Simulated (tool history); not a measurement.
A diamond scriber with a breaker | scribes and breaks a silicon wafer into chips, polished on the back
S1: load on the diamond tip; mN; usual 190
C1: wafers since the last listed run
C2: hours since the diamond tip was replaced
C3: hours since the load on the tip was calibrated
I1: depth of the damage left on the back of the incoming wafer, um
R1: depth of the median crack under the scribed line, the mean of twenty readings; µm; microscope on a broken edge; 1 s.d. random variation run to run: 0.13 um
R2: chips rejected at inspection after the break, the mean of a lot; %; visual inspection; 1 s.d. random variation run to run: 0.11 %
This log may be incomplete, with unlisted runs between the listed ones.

run	hour	S1	C1	C2	C3	I1	R1	R2
1	0	175	0	321	489.2	0.05	5.8	6.11
2	21	175	36	342	510.2	0.04	5.64	7.73
3	33.7	190	22	354.7	522.9	0.04	6.46	2.75
4	58.1	190	42	379.1	547.3	0.02	6.31	3.07
5	87.5	190	51	408.5	576.7	0.05	6.01	3.33
6	102	190	25	423	591.2	0.05	6.26	3.26
7	129.9	190	48	450.9	619.1	0.01	6.29	3.75
8	144.8	190	26	465.8	634	0.03	6.16	3.68
# hour 177.1: diamond tip replaced by a new one
9	177.6	220	53	0.5	666.8	0.03	7.92	4.95
10	209.6	190	55	32.5	698.8	0.03	6.64	1.72
11	221.7	144	21	44.6	710.9	0.03	4.61	22.5
12	238.2	190	28	61.1	727.4	0.05	6.51	2.01
# hour 252.6: load on the tip recalibrated
13	267.5	157	47	90.4	14.9	0.04	5.18	14.11
14	299.3	190	55	122.2	46.7	0.03	6.45	2.11
15	333.5	227	59	156.4	80.9	0.04	8.04	4.46
16	408.5	190	130	231.4	155.9	0.02	6.1	2.88
17	435.7	136	47	258.6	183.1	0.04	4.17	35.59
18	460.3	221	42	283.2	207.7	0.04	7.59	2.27
19	482.2	160	38	305.1	229.6	0.02	5.03	16.03
20	511.5	208	51	334.4	258.9	0.02	6.71	1.6
21	534.4	228	39	357.3	281.8	0.02	7.58	2.86

Pick out some run-to-run changes in R1. Of each, how much would a tool without hidden state show as well, from the settings, what came in and chance, and how much is left for the hidden state and any gauge scatter not in both results compared?
The hidden state here: share of the diamond tip's cutting effectiveness lost through wear, %; deviation of the load on the tip from its setpoint, %.
Run 8 -> 9: S1 190 -> 220, diamond tip replaced by a new one. R1 +1.76 µm: hidden state +0.59, all else +1.17.
Run 17 -> 18: S1 136 -> 221. R1 +3.42 µm: hidden state -0.37, all else +3.79.
Run 18 -> 19: S1 221 -> 160. R1 -2.56 µm: hidden state +0.23, all else -2.79.
